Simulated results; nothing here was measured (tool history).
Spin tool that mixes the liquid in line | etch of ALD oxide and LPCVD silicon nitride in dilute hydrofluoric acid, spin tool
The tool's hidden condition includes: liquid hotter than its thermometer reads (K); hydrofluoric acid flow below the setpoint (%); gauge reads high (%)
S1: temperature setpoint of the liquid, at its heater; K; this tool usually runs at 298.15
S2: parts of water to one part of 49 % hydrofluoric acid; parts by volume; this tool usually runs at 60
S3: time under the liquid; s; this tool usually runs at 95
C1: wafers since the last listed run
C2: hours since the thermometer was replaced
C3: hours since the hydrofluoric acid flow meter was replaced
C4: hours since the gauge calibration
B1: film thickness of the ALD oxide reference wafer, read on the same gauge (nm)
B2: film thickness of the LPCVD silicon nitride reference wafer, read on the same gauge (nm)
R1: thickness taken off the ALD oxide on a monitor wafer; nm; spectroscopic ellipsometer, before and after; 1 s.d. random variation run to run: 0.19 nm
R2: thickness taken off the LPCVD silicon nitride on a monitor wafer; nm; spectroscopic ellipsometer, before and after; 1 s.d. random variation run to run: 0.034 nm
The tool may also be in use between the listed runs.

run,hour,S1,S2,S3,C1,C2,C3,C4,B1,B2,R1,R2
1,0.0,296.65,60,95,0,1291.2,527.3,574.3,109.99,140.018,27.75,0.750
2,16.9,294.15,60,95,171,1308.1,544.2,591.2,110.01,139.990,24.85,0.627
3,99.3,294.15,60,95,835,1390.5,626.6,673.6,110.01,140.007,25.18,0.736
4,124.8,298.15,60,95,258,1416.0,652.1,699.1,110.01,139.993,29.39,0.899
5,146.1,298.15,60,95,216,1437.3,673.4,720.4,109.98,139.987,29.61,0.876
# hour 150.2: gauge calibrated
6,172.8,298.15,60,95,270,1464.0,700.1,22.6,110.00,140.028,29.26,0.896
7,202.5,298.15,60,95,301,1493.7,729.8,52.3,110.00,139.999,29.37,0.929
8,220.3,295.65,60,95,180,1511.5,747.6,70.1,110.00,140.014,26.95,0.753
# hour 250.4: thermometer replaced
# hour 251.6: hydrofluoric acid flow meter replaced
9,254.8,298.15,60,95,329,4.4,3.2,104.6,110.00,139.998,26.73,0.765
10,279.9,302.15,70,95,254,29.5,28.3,129.7,110.00,140.010,26.96,0.918
11,301.4,294.65,85,115,218,51.0,49.8,151.2,110.00,140.010,19.59,0.539
12,321.7,298.15,60,60,205,71.3,70.1,171.5,110.00,140.003,16.97,0.522
13,354.6,294.15,60,95,333,104.2,103.0,204.4,110.01,140.010,22.96,0.631
14,369.1,301.65,75,95,147,118.7,117.5,218.9,110.01,140.011,24.57,0.781
15,384.4,302.15,40,80,155,134.0,132.8,234.2,110.00,140.029,41.36,1.135
16,415.4,301.15,60,95,314,165.0,163.8,265.2,110.01,140.003,30.98,0.966
17,435.6,296.65,80,95,204,185.2,184.0,285.4,110.00,139.986,19.06,0.476
18,449.3,295.65,45,135,138,198.9,197.7,299.1,110.01,140.029,48.36,1.261
19,475.7,296.15,85,135,267,225.3,224.1,325.5,110.01,139.984,24.52,0.676
20,498.3,298.15,60,95,229,247.9,246.7,348.1,110.00,139.999,27.80,0.840

Estimate the outcome of run 21 from the log above:
21,518.2,296.15,50,95,201,267.8,266.6,368.0,?,?,?,?

{"run 21": {"B1": 110.0, "B2": 140.004, "R1": 30.55, "R2": 0.841}}
With no hidden state in the tool, this same run would have given R1 29.87 nm, R2 0.810 nm.
